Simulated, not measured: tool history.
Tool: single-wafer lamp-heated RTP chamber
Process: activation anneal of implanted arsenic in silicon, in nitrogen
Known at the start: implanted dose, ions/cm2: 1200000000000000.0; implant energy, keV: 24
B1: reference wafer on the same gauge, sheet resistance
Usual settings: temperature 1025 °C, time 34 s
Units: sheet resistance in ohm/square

{"run": 1, "hour": 0.0, "temperature": 1025, "time": 34, "B1": 92.66, "sheet resistance": 102.18}
{"run": 2, "hour": 11.0, "temperature": 1025, "time": 34, "B1": 93.11, "sheet resistance": 102.3}
{"run": 3, "hour": 28.9, "temperature": 1048, "time": 34, "B1": 92.99, "sheet resistance": 97.42}
{"run": 4, "hour": 43.9, "temperature": 1048, "time": 34, "B1": 93.21, "sheet resistance": 96.9}
{"run": 5, "hour": 58.1, "temperature": 1048, "time": 34, "B1": 92.78, "sheet resistance": 97.68}
{"run": 6, "hour": 68.7, "temperature": 1032, "time": 28, "B1": 93.1, "sheet resistance": 102.1}
{"run": 7, "hour": 85.0, "temperature": 1032, "time": 28, "B1": 92.75, "sheet resistance": 102.71}
{"run": 8, "hour": 98.8, "temperature": 1025, "time": 34, "B1": 93.12, "sheet resistance": 101.19}
{"run": 9, "hour": 112.5, "temperature": 1025, "time": 34, "B1": 92.89, "sheet resistance": 100.84}
{"run": 10, "hour": 125.8, "temperature": 1025, "time": 34, "B1": 92.66, "sheet resistance": 101.5}
{"run": 11, "hour": 135.0, "temperature": 1025, "time": 38, "B1": 93.08, "sheet resistance": 100.06}
{"run": 12, "hour": 146.0, "temperature": 1025, "time": 38, "B1": 92.95, "sheet resistance": 100.46}
{"run": 13, "hour": 153.3, "temperature": 1025, "time": 34, "B1": 92.9, "sheet resistance": 101.49}
{"run": 14, "hour": 162.5, "temperature": 1025, "time": 18, "B1": 93.28, "sheet resistance": 107.24}
{"run": 15, "hour": 168.9, "temperature": 1025, "time": 18, "B1": 92.99, "sheet resistance": 106.86}
{"run": 16, "hour": 185.2, "temperature": 1054, "time": 54, "B1": 92.75, "sheet resistance": 90.95}
{"hour": 196.0, "done": "reflector plate cleaned"}
{"run": 17, "hour": 203.0, "temperature": 1010, "time": 28, "B1": 92.74, "sheet resistance": 105.79}
{"run": 18, "hour": 220.3, "temperature": 1000, "time": 28, "B1": 92.96, "sheet resistance": 108.5}
{"run": 19, "hour": 227.2, "temperature": 1006, "time": 28, "B1": 93.02, "sheet resistance": 106.19}
{"run": 20, "hour": 242.8, "temperature": 1025, "time": 34, "B1": 93.14, "sheet resistance": 100.35}
{"run": 21, "hour": 255.2, "temperature": 1014, "time": 34, "B1": 92.99, "sheet resistance": 101.85}
{"run": 22, "hour": 263.9, "temperature": 1051, "time": 34, "B1": 93.34, "sheet resistance": 94.01}
{"run": 23, "hour": 274.8, "temperature": 1025, "time": 34, "B1": 92.95, "sheet resistance": 99.14}
{"run": 24, "hour": 290.5, "temperature": 1015, "time": 39, "B1": 93.18, "sheet resistance": 99.64}
{"hour": 300.3, "done": "pyrometer window cleaned and pyrometer calibrated"}
{"run": 25, "hour": 300.8, "temperature": 1025, "time": 34, "B1": 93.24, "sheet resistance": 101.68}
{"run": 26, "hour": 309.4, "temperature": 1051, "time": 48, "B1": 92.94, "sheet resistance": 93.56}
{"run": 27, "hour": 318.4, "temperature": 1025, "time": 34, "B1": 92.76, "sheet resistance": 102.34}
{"run": 28, "hour": 327.6, "temperature": 1016, "time": 28, "B1": 93.05, "sheet resistance": 105.46}
{"hour": 334.7, "done": "gauge calibrated"}
{"run": 29, "hour": 340.8, "temperature": 1035, "time": 42, "B1": 93.07, "sheet resistance": 97.65}
{"run": 30, "hour": 358.6, "temperature": 1035, "time": 34, "B1": 92.91, "sheet resistance": 99.57}
{"run": 31, "hour": 373.0, "temperature": 1025, "time": 34, "B1": 93.07, "sheet resistance": 102.26}
{"run": 32, "hour": 384.9, "temperature": 1007, "time": 52, "B1": 93.12, "sheet resistance": 101.68}
{"run": 33, "hour": 392.1, "temperature": 1036, "time": 52, "B1": 93.14, "sheet resistance": 96.51}
{"run": 34, "hour": 401.3, "temperature": 1025, "time": 27, "B1": 93.05, "sheet resistance": 104.14}
{"run": 35, "hour": 411.2, "temperature": 1005, "time": 16, "B1": 92.98, "sheet resistance": 114.03}
{"run": 36, "hour": 422.1, "temperature": 1039, "time": 23, "B1": 93.09, "sheet resistance": 103.32}
{"run": 37, "hour": 439.2, "temperature": 1053, "time": 42, "B1": 92.75, "sheet resistance": 94.56}
{"run": 38, "hour": 453.4, "temperature": 1006, "time": 28, "B1": 92.98, "sheet resistance": 108.21}

Forecast each of these 3 alternatives for the next run:
{"run": "A", "hour": 453.8, "temperature": 1025, "time": 34, "B1": "?", "sheet resistance": "?"}
{"run": "B", "hour": 453.8, "temperature": 1002, "time": 34, "B1": "?", "sheet resistance": "?"}
{"run": "C", "hour": 453.8, "temperature": 1044, "time": 25, "B1": "?", "sheet resistance": "?"}

run=A B1=92.95 sheet_resistance=102.17
run=B B1=92.95 sheet_resistance=107.51
run=C B1=92.95 sheet_resistance=101.03
Without the tool's hidden state the same runs would have given:
run=A sheet_resistance=103.04
run=B sheet_resistance=108.53
run=C sheet_resistance=101.85

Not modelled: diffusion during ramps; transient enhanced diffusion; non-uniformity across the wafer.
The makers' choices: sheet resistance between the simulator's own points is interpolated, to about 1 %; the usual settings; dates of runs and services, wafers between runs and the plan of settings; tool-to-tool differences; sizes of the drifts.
